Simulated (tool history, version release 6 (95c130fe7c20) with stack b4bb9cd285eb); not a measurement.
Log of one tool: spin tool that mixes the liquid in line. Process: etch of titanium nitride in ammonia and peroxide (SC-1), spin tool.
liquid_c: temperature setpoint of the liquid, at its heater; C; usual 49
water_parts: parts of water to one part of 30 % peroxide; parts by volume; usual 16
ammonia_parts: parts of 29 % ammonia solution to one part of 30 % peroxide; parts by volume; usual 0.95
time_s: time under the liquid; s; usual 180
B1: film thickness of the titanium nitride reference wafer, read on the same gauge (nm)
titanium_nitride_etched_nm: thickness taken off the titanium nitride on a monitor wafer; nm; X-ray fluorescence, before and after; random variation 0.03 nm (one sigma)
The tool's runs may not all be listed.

Run 1, hour 0: usual settings; B1 99.995. Result: titanium_nitride_etched_nm 5.124 nm.
Run 2, hour 80.9: usual settings but water_parts 22 parts by volume; B1 100.003. Result: titanium_nitride_etched_nm 4.398 nm.
Run 3, hour 147.7: usual settings but water_parts 13.5 parts by volume; B1 99.988. Result: titanium_nitride_etched_nm 5.615 nm.
Run 4, hour 217.1: usual settings but water_parts 13.5 parts by volume; B1 100.005. Result: titanium_nitride_etched_nm 5.632 nm.
Run 5, hour 256.2: usual settings but water_parts 13.5 parts by volume; B1 99.997. Result: titanium_nitride_etched_nm 5.589 nm.
Run 6, hour 298.8: usual settings; B1 100.023. Result: titanium_nitride_etched_nm 5.126 nm.
Run 7, hour 368.2: usual settings; B1 99.997. Result: titanium_nitride_etched_nm 5.141 nm.
Run 8, hour 448.1: usual settings; B1 100.007. Result: titanium_nitride_etched_nm 5.183 nm.
Run 9, hour 525.3: usual settings; B1 99.991. Result: titanium_nitride_etched_nm 5.157 nm.
Run 10, hour 574.7: usual settings; B1 100.01. Result: titanium_nitride_etched_nm 5.201 nm.
Run 11, hour 672.8: usual settings; B1 99.985. Result: titanium_nitride_etched_nm 5.069 nm.
Run 12, hour 719.2: usual settings; B1 99.982. Result: titanium_nitride_etched_nm 5.087 nm.
Run 13, hour 775.2: usual settings; B1 100.003. Result: titanium_nitride_etched_nm 5.239 nm.
Run 14, hour 824.5: usual settings but liquid_c 40.5 C, water_parts 23.5 parts by volume, ammonia_parts 1.2 parts by volume, time_s 105 s; B1 100.01. Result: titanium_nitride_etched_nm 1.397 nm.
Run 15, hour 925.8: usual settings; B1 99.979. Result: titanium_nitride_etched_nm 5.184 nm.
Run 16, hour 1029.7: usual settings but water_parts 23 parts by volume, ammonia_parts 0.7 parts by volume, time_s 250 s; B1 99.991. Result: titanium_nitride_etched_nm 5.541 nm.
Run 17, hour 1287.5: usual settings; B1 100.021. Result: titanium_nitride_etched_nm 5.147 nm.
Run 18, hour 1337.4: usual settings but time_s 145 s; B1 100.003. Result: titanium_nitride_etched_nm 4.131 nm.
Run 19, hour 1407.3: usual settings but time_s 255 s; B1 99.996. Result: titanium_nitride_etched_nm 7.262 nm.
Run 20, hour 1461.8: usual settings but liquid_c 41.5 C, ammonia_parts 1.1 parts by volume; B1 99.992. Result: titanium_nitride_etched_nm 3.103 nm.
Run 21, hour 1559.3: usual settings but liquid_c 58 C, water_parts 18 parts by volume, time_s 135 s; B1 100.011. Result: titanium_nitride_etched_nm 6.757 nm.
Run 22, hour 1622.9: usual settings but water_parts 22.5 parts by volume, time_s 260 s; B1 99.997. Result: titanium_nitride_etched_nm 6.211 nm.

Not shown: 9 entries that the log had between the listed runs. Between which runs, and how does the tool's hidden state differ before and after?
Between runs 1 and 2: new drum of ammonia solution connected (hour 19.7)
  ammonia solution weaker than its label (%): 11.7 -> 2.47
  measured less the result without the state, titanium_nitride_etched_nm: -0.109 -> -0.02 nm
Between runs 7 and 8: new drum of ammonia solution connected (hour 389.4)
  ammonia solution weaker than its label (%): 13.1 -> 3.35
  measured less the result without the state, titanium_nitride_etched_nm: -0.124 -> -0.03 nm
Between runs 10 and 11: heated supply line repaired (hour 590.4)
  ammonia solution weaker than its label (%): 8.03 -> 11.7
  measured less the result without the state, titanium_nitride_etched_nm: -0.074 -> -0.108 nm
Between runs 12 and 13: new drum of ammonia solution connected (hour 759.2)
  ammonia solution weaker than its label (%): 13.4 -> 1.18
  measured less the result without the state, titanium_nitride_etched_nm: -0.126 -> -0.011 nm
Between runs 14 and 15: ammonia flow meter replaced (hour 898)
  ammonia solution weaker than its label (%): 3 -> 6.75
  measured less the result without the state, titanium_nitride_etched_nm: -0.007 -> -0.062 nm
Between runs 15 and 16: gauge calibrated (hour 1024)
  ammonia solution weaker than its label (%): 6.75 -> 10.6
  measured less the result without the state, titanium_nitride_etched_nm: -0.062 -> -0.115 nm
Between runs 16 and 17: new drum of ammonia solution connected (hour 1110.9); thermometer replaced (hour 1275.2)
  ammonia solution weaker than its label (%): 10.6 -> 7.41
  measured less the result without the state, titanium_nitride_etched_nm: -0.115 -> -0.068 nm
Between runs 19 and 20: new drum of ammonia solution connected (hour 1436.2)
  ammonia solution weaker than its label (%): 11.8 -> 2.04
  measured less the result without the state, titanium_nitride_etched_nm: -0.157 -> -0.01 nm

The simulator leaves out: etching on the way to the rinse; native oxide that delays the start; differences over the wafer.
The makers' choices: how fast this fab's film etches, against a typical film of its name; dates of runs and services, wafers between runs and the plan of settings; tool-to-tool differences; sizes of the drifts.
